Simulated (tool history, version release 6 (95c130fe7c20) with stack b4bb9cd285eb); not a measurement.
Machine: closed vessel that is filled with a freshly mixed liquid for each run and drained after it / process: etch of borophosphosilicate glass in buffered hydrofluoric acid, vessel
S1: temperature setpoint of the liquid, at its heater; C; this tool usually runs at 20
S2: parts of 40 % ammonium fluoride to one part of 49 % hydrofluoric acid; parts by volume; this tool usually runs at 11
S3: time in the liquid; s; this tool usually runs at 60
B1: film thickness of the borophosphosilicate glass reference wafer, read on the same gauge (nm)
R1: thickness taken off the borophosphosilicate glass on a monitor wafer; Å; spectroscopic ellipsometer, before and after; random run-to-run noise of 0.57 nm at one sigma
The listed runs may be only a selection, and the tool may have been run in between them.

| run | hour | S1 | S2 | S3 | B1 | R1 |
|---|---|---|---|---|---|---|
| 1 | 0 | 20 | 11 | 60 | 60 | 774.1 |
| 2 | 98.3 | 20 | 11 | 60 | 60.01 | 783.1 |
| 3 | 187.3 | 20 | 11 | 50 | 60.03 | 634.4 |
| 4 | 228.6 | 20 | 11 | 50 | 59.98 | 646.8 |
| 5 | 344.8 | 20 | 11 | 50 | 59.99 | 642.4 |
| 6 | 424.7 | 23 | 11 | 60 | 60.02 | 906.8 |
| 7 | 469.9 | 23 | 11 | 60 | 59.99 | 896.9 |
| 8 | 551.8 | 20 | 11 | 60 | 59.99 | 761.9 |
| 9 | 650.2 | 20 | 8.5 | 60 | 59.94 | 968.9 |
| 10 | 712.3 | 20 | 11 | 60 | 59.99 | 762.3 |
| 11 | 754.9 | 20 | 11 | 60 | 60.06 | 760.2 |
| 12 | 832.1 | 20 | 11 | 60 | 60.02 | 756.4 |
| 13 | 894.3 | 20 | 14.5 | 85 | 59.99 | 815.1 |
| 14 | 960.1 | 17 | 7.5 | 60 | 60.04 | 905.5 |
|  | 982.1 | hydrofluoric acid flow meter replaced |
|  | 1004.9 | thermometer replaced |
| 15 | 1026 | 17 | 13.5 | 35 | 60.03 | 319.4 |
| 16 | 1133.6 | 20 | 6.5 | 35 | 59.98 | 761.4 |
|  | 1168.6 | gauge calibrated |
| 17 | 1179.4 | 24 | 9 | 85 | 60.01 | 1631.5 |
| 18 | 1280.3 | 20 | 11 | 60 | 59.99 | 776.7 |
| 19 | 1342.8 | 20 | 11 | 60 | 60 | 772.7 |
| 20 | 1438.7 | 21.5 | 8 | 75 | 59.98 | 1406.8 |
| 21 | 1533 | 20 | 9 | 60 | 59.99 | 922.3 |
| 22 | 1632.8 | 20 | 11 | 60 | 59.99 | 779.4 |
| 23 | 1669.8 | 20 | 11 | 60 | 60 | 778.9 |
| 24 | 1768.5 | 20 | 11 | 50 | 59.99 | 650.8 |

Branching from run 24: 5 alternative next runs. What would each branch give?
| A | 1769.2 | 20 | 11 | 60 | ? | ? |
| B | 1769.2 | 24.5 | 11 | 60 | ? | ? |
| C | 1769.2 | 20 | 14 | 60 | ? | ? |
| D | 1769.2 | 22.5 | 15 | 45 | ? | ? |
| E | 1769.2 | 17 | 13.5 | 30 | ? | ? |

| run | B1 | R1 |
|---|---|---|
| A | 59.97 | 770.1 |
| B | 59.97 | 983.4 |
| C | 59.97 | 607.1 |
| D | 59.97 | 487.7 |
| E | 59.97 | 266.2 |
With the hidden condition removed and each run's random variation left untouched, the same runs would have given:
| run | R1 |
|---|---|
| A | 791 |
| B | 1011 |
| C | 623.7 |
| D | 501.3 |
| E | 273.3 |
